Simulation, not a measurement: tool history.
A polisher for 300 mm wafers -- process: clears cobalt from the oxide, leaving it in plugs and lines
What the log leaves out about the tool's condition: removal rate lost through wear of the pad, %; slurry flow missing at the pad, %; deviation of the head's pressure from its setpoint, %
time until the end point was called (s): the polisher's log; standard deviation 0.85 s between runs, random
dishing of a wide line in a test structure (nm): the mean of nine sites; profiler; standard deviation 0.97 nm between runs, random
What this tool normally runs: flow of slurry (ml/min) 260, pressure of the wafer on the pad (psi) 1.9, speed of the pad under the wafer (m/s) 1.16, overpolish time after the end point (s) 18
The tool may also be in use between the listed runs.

run	hour	flow of slurry (ml/min)	pressure of the wafer on the pad (psi)	speed of the pad under the wafer (m/s)	overpolish time after the end point (s)	wafers since the last listed run	wafers polished on this pad	hours since the slurry nozzle was cleaned	hours since the head pressure was calibrated	incoming thickness of the incoming film, nm	time until the end point was called (s)	dishing of a wide line in a test structure (nm)
1	0	260	1.9	1.16	18	0	1597	355.9	236.9	380	83.4	44.5
2	39.6	215	1.9	0.98	18	390	1987	395.5	276.5	379.9	100.6	40.6
3	98.9	215	1.9	0.98	18	584	2572	454.8	335.8	376.6	100.2	42.7
4	132	260	1.9	1.16	18	326	2898	487.9	368.9	382.1	85.4	43.8
# hour 192.1: slurry nozzle cleaned
5	192.7	260	1.9	1.16	18	588	3487	0.6	429.6	380.8	83.7	43.3
6	244.3	260	1.9	1.16	18	508	3996	52.2	481.2	380.2	86.3	44.6
7	288	260	1.9	1.26	23	430	4426	95.9	524.9	379	80.1	50.3
8	334.8	260	1.9	1.26	23	461	4888	142.7	571.7	375.1	80.5	49.8
# hour 350.7: worn pad replaced by a new one
9	364.7	260	2.2	1.16	18	255	138	172.6	601.6	385.2	70	48.6
10	429	225	1.9	1.16	18	633	772	236.9	665.9	375	82.6	44.7
11	484.9	320	2.3	1.5	18	551	1323	292.8	721.8	375.2	50.8	51.5
12	531.4	325	2.5	1.28	8	458	1781	339.3	768.3	388.2	57.2	36.4
13	601	260	1.2	1.16	18	686	2467	408.9	837.9	376.8	136.2	34.5
14	651.5	260	1.9	1.16	18	497	2965	459.4	888.4	377	85.4	43.7
15	717.4	260	1.9	1.16	18	649	3615	525.3	954.3	380.8	88.2	42.2
# hour 724.1: slurry nozzle cleaned
16	759.1	175	2.1	1.36	28	401	4016	35	996	377.5	71	56.7
17	815.9	260	1.9	1.16	18	559	4576	91.8	1052.8	374.6	88.1	43.5

Run 18 comes next. What will it give?
18	859.4	315	1.9	1.3	18	428	5005	135.3	1096.3	379.2	?	?

time until the end point was called (s): 77.6
dishing of a wide line in a test structure (nm): 44.3
Take away the tool's hidden state, keep the run-to-run variation as it was, and the same run would have given time until the end point was called (s) 67.7, dishing of a wide line in a test structure (nm) 47.

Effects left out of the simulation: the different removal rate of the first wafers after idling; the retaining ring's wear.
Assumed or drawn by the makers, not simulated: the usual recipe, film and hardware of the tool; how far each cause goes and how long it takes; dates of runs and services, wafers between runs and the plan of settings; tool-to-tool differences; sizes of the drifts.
